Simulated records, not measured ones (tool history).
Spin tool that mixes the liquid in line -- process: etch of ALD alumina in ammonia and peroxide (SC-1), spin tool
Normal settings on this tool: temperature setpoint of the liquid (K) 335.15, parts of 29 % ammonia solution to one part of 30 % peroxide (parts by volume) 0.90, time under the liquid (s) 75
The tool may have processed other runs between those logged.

run    hour  temperature setpoint of the liquid (K)  parts of 29 % ammonia solution to one part of 30 % peroxide (parts by volume)  time under the liquid (s)  wafers since the last listed run  hours since the thermometer was replaced  hours since the ammonia flow meter was replaced  hours since the heated supply line was repaired  hours since the drum of ammonia solution was connected  hours since the gauge calibration  read-back film thickness of the ALD alumina reference wafer, read on the same gauge (nm)  thickness taken off the ALD alumina on a monitor wafer (angstrom)
  1     0.0                                  331.65                                                                           1.20                         75                                 0                                     170.7                                            125.2                                             60.6                                                   149.2                             3711.4                                                                                    124.82                                                               65.8
       84.4  -- gauge calibrated
  2   148.7                                  340.15                                                                           1.20                         75                              1096                                     319.4                                            273.9                                            209.3                                                   297.9                               64.3                                                                                    120.07                                                               97.5
  3   214.6                                  327.65                                                                           0.60                        120                               485                                     385.3                                            339.8                                            275.2                                                   363.8                              130.2                                                                                    120.13                                                               77.0
  4   258.4                                  343.15                                                                           0.90                         65                               322                                     429.1                                            383.6                                            319.0                                                   407.6                              174.0                                                                                    120.10                                                               94.1
  5   329.3                                  335.15                                                                           1.20                        115                               522                                     500.0                                            454.5                                            389.9                                                   478.5                              244.9                                                                                    120.13                                                              114.8
      421.2  -- new drum of ammonia solution connected
  6   430.5                                  337.65                                                                           0.90                         75                               738                                     601.2                                            555.7                                            491.1                                                     9.3                              346.1                                                                                    120.14                                                               83.3
  7   536.3                                  330.15                                                                           0.60                         75                               780                                     707.0                                            661.5                                            596.9                                                   115.1                              451.9                                                                                    120.13                                                               54.9
  8   607.9                                  335.15                                                                           1.20                         50                               527                                     778.6                                            733.1                                            668.5                                                   186.7                              523.5                                                                                    120.22                                                               50.2
  9   655.0                                  335.15                                                                           0.90                         75                               347                                     825.7                                            780.2                                            715.6                                                   233.8                              570.6                                                                                    120.17                                                               73.9
 10   758.4                                  326.65                                                                           0.90                         75                               762                                     929.1                                            883.6                                            819.0                                                   337.2                              674.0                                                                                    120.23                                                               46.8
 11   831.8                                  335.15                                                                           0.90                         75                               541                                    1002.5                                            957.0                                            892.4                                                   410.6                              747.4                                                                                    120.31                                                               73.6
 12   911.1                                  335.15                                                                           0.90                         75                               584                                    1081.8                                           1036.3                                            971.7                                                   489.9                              826.7                                                                                    120.30                                                               73.5
 13   972.8                                  335.15                                                                           1.20                        100                               454                                    1143.5                                           1098.0                                           1033.4                                                   551.6                              888.4                                                                                    120.37                                                              101.4
 14  1019.9                                  335.15                                                                           0.70                         75                               347                                    1190.6                                           1145.1                                           1080.5                                                   598.7                              935.5                                                                                    120.38                                                               72.3
 15  1089.5                                  326.65                                                                           1.20                        110                               513                                    1260.2                                           1214.7                                           1150.1                                                   668.3                             1005.1                                                                                    120.43                                                               70.9
     1118.5  -- new drum of ammonia solution connected
 16  1183.8                                  331.15                                                                           1.05                         45                               687                                    1354.5                                           1309.0                                           1244.4                                                    65.3                             1099.4                                                                                    120.47                                                               36.6
 17  1252.4                                  343.15                                                                           1.15                         40                               505                                    1423.1                                           1377.6                                           1313.0                                                   133.9                             1168.0                                                                                    120.55                                                               60.1
 18  1306.6                                  342.15                                                                           0.90                         75                               399                                    1477.3                                           1431.8                                           1367.2                                                   188.1                             1222.2                                                                                    120.53                                                              103.9
     1342.1  -- heated supply line repaired
 19  1395.1                                  335.15                                                                           0.90                         75                               645                                    1565.8                                           1520.3                                             53.0                                                   276.6                             1310.7                                                                                    120.63                                                               73.8
 20  1450.3                                  328.15                                                                           1.20                         95                               406                                    1621.0                                           1575.5                                            108.2                                                   331.8                             1365.9                                                                                    120.65                                                               67.2
 21  1528.7                                  335.15                                                                           1.15                         75                               578                                    1699.4                                           1653.9                                            186.6                                                   410.2                             1444.3                                                                                    120.70                                                               75.8
 22  1601.6                                  335.15                                                                           1.00                         75                               537                                    1772.3                                           1726.8                                            259.5                                                   483.1                             1517.2                                                                                    120.82                                                               75.0
     1657.1  -- ammonia flow meter replaced
 23  1664.0                                  335.15                                                                           0.55                         75                               452                                    1834.7                                              6.9                                            321.9                                                   545.5                             1579.6                                                                                    120.88                                                               70.6
     1691.9  -- thermometer replaced
 24  1703.0                                  335.15                                                                           0.90                         75                               280                                      11.1                                             45.9                                            360.9                                                   584.5                             1618.6                                                                                    120.91                                                               74.0

Forecast each of these 5 alternatives for the next run:
  A  1703.4                                  335.15                                                                           0.90                        105                                 2                                      11.5                                             46.3                                            361.3                                                   584.9                             1619.0                                                                                         ?                                                                  ?
  B  1703.4                                  325.65                                                                           0.90                         55                                 2                                      11.5                                             46.3                                            361.3                                                   584.9                             1619.0                                                                                         ?                                                                  ?
  C  1703.4                                  335.15                                                                           0.90                        110                                 2                                      11.5                                             46.3                                            361.3                                                   584.9                             1619.0                                                                                         ?                                                                  ?
  D  1703.4                                  339.15                                                                           0.90                         75                                 2                                      11.5                                             46.3                                            361.3                                                   584.9                             1619.0                                                                                         ?                                                                  ?
  E  1703.4                                  337.65                                                                           0.60                         75                                 2                                      11.5                                             46.3                                            361.3                                                   584.9                             1619.0                                                                                         ?                                                                  ?

run  read-back film thickness of the ALD alumina reference wafer, read on the same gauge (nm)  thickness taken off the ALD alumina on a monitor wafer (angstrom)
  A                                                                                    120.89                                                              103.0
  B                                                                                    120.89                                                               32.8
  C                                                                                    120.89                                                              107.9
  D                                                                                    120.89                                                               89.9
  E                                                                                    120.89                                                               80.3
Had the tool no hidden state, the same runs would have come out as:
run  thickness taken off the ALD alumina on a monitor wafer (angstrom)
  A                                                              102.2
  B                                                               32.6
  C                                                              107.1
  D                                                               89.2
  E                                                               79.7
